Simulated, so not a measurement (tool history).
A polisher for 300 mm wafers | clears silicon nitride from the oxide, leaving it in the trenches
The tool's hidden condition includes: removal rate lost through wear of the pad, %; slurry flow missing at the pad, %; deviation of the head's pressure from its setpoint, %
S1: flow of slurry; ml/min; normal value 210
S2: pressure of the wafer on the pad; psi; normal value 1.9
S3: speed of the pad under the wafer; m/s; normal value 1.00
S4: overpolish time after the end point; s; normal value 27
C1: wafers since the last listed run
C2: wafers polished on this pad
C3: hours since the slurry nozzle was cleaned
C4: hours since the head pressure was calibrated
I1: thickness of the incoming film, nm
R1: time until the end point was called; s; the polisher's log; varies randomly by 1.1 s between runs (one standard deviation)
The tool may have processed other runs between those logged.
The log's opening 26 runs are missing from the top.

{"run": 27, "hour": 311.6, "S1": 210, "S2": 1.9, "S3": 1.0, "S4": 18, "C1": 53, "C2": 458, "C3": 183.5, "C4": 127.5, "I1": 54.3, "R1": 99.5}
{"run": 28, "hour": 321.4, "S1": 210, "S2": 1.9, "S3": 1.0, "S4": 27, "C1": 68, "C2": 527, "C3": 193.3, "C4": 137.3, "I1": 55.7, "R1": 101.5}
{"run": 29, "hour": 333.7, "S1": 260, "S2": 2.3, "S3": 1.1, "S4": 41, "C1": 86, "C2": 613, "C3": 205.6, "C4": 149.6, "I1": 55.0, "R1": 76.2}
{"run": 30, "hour": 342.2, "S1": 210, "S2": 1.5, "S3": 1.12, "S4": 27, "C1": 59, "C2": 673, "C3": 214.1, "C4": 158.1, "I1": 55.4, "R1": 117.5}
{"run": 31, "hour": 358.1, "S1": 210, "S2": 1.6, "S3": 1.0, "S4": 39, "C1": 111, "C2": 784, "C3": 230.0, "C4": 174.0, "I1": 54.3, "R1": 121.7}
{"run": 32, "hour": 368.0, "S1": 210, "S2": 1.9, "S3": 1.0, "S4": 41, "C1": 69, "C2": 853, "C3": 239.9, "C4": 183.9, "I1": 55.6, "R1": 104.7}
{"hour": 381.4, "done": "worn pad replaced by a new one"}
{"run": 33, "hour": 384.5, "S1": 210, "S2": 1.5, "S3": 1.0, "S4": 27, "C1": 87, "C2": 21, "C3": 256.4, "C4": 200.4, "I1": 55.8, "R1": 132.1}
{"run": 34, "hour": 395.2, "S1": 210, "S2": 1.9, "S3": 0.76, "S4": 27, "C1": 74, "C2": 96, "C3": 267.1, "C4": 211.1, "I1": 55.4, "R1": 124.3}
{"run": 35, "hour": 413.1, "S1": 240, "S2": 1.9, "S3": 1.0, "S4": 16, "C1": 125, "C2": 222, "C3": 285.0, "C4": 229.0, "I1": 55.9, "R1": 105.2}
{"run": 36, "hour": 428.6, "S1": 210, "S2": 1.9, "S3": 0.7, "S4": 15, "C1": 108, "C2": 330, "C3": 300.5, "C4": 244.5, "I1": 54.9, "R1": 133.7}

Predict each of these 5 candidate next runs independently; none follows another, all start after run 36:
{"run": "A", "hour": 429.1, "S1": 210, "S2": 1.9, "S3": 1.2, "S4": 27, "C1": 3, "C2": 334, "C3": 301.0, "C4": 245.0, "I1": 54.6, "R1": "?"}
{"run": "B", "hour": 429.1, "S1": 250, "S2": 1.9, "S3": 1.12, "S4": 22, "C1": 3, "C2": 334, "C3": 301.0, "C4": 245.0, "I1": 54.6, "R1": "?"}
{"run": "C", "hour": 429.1, "S1": 210, "S2": 1.9, "S3": 0.88, "S4": 43, "C1": 3, "C2": 334, "C3": 301.0, "C4": 245.0, "I1": 54.6, "R1": "?"}
{"run": "D", "hour": 429.1, "S1": 250, "S2": 2.6, "S3": 1.3, "S4": 27, "C1": 3, "C2": 334, "C3": 301.0, "C4": 245.0, "I1": 54.6, "R1": "?"}
{"run": "E", "hour": 429.1, "S1": 235, "S2": 1.9, "S3": 1.32, "S4": 42, "C1": 3, "C2": 334, "C3": 301.0, "C4": 245.0, "I1": 54.6, "R1": "?"}

run=A R1=91.7
run=B R1=94.9
run=C R1=115.1
run=D R1=61.9
run=E R1=84.2
The same runs, with their run-to-run variation unchanged, on a tool lacking any hidden condition would have given:
run=A R1=82.6
run=B R1=85.4
run=C R1=103.6
run=D R1=55.7
run=E R1=75.8

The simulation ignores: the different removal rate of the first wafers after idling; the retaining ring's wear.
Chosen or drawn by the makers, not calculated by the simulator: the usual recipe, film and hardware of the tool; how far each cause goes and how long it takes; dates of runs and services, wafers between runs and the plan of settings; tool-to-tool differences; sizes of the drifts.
